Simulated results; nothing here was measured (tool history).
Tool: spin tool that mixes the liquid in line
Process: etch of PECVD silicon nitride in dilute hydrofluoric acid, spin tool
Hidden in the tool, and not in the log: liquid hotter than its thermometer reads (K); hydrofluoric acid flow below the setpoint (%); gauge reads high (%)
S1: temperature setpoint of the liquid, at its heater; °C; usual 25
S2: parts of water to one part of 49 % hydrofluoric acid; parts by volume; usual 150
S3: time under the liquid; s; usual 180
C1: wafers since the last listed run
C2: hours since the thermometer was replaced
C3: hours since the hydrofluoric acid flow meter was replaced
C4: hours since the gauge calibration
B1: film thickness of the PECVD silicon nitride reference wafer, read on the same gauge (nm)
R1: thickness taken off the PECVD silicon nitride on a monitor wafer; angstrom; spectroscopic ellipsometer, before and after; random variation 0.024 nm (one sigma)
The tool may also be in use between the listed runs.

run 1 hour=0 | S1=25 S2=110 S3=180 | C1=0 C2=1197.2 C3=1070.6 C4=114.2 | B1=29.99 | R1=39.98
run 2 hour=71.1 | S1=25 S2=150 S3=180 | C1=513 C2=1268.3 C3=1141.7 C4=185.3 | B1=30.023 | R1=29
run 3 hour=113.4 | S1=28.5 S2=150 S3=180 | C1=305 C2=1310.6 C3=1184 C4=227.6 | B1=30.031 | R1=36.44
run 4 hour=150 | S1=28.5 S2=150 S3=180 | C1=264 C2=1347.2 C3=1220.6 C4=264.2 | B1=29.987 | R1=35.69
run 5 hour=214.5 | S1=28.5 S2=150 S3=180 | C1=465 C2=1411.7 C3=1285.1 C4=328.7 | B1=30.007 | R1=35.98
run 6 hour=274 | S1=21.5 S2=150 S3=180 | C1=429 C2=1471.2 C3=1344.6 C4=388.2 | B1=29.982 | R1=23.08
run 7 hour=337.9 | S1=25 S2=150 S3=180 | C1=461 C2=1535.1 C3=1408.5 C4=452.1 | B1=30.016 | R1=28.49
-- hour=389 hydrofluoric acid flow meter replaced
run 8 hour=398.2 | S1=25 S2=150 S3=180 | C1=428 C2=1595.4 C3=9.2 C4=512.4 | B1=30.01 | R1=26.64
run 9 hour=425.3 | S1=25 S2=100 S3=280 | C1=195 C2=1622.5 C3=36.3 C4=539.5 | B1=29.998 | R1=62.08
run 10 hour=452.6 | S1=25 S2=150 S3=180 | C1=197 C2=1649.8 C3=63.6 C4=566.8 | B1=29.983 | R1=26.85
run 11 hour=497.6 | S1=25 S2=150 S3=290 | C1=324 C2=1694.8 C3=108.6 C4=611.8 | B1=30.001 | R1=42.02

Forecast run 12:
-- hour=507.6 hydrofluoric acid flow meter replaced, repeated, since the last time left the tool worse
-- hour=528.1 thermometer replaced
run 12 hour=530.9 | S1=25 S2=150 S3=215 | C1=225 C2=2.8 C3=23.3 C4=645.1 | B1=? | R1=?

Run 12 gave B1 30.014, R1 37.09 angstrom.
Without the tool's hidden state the same run would have given R1 37.15 angstrom.
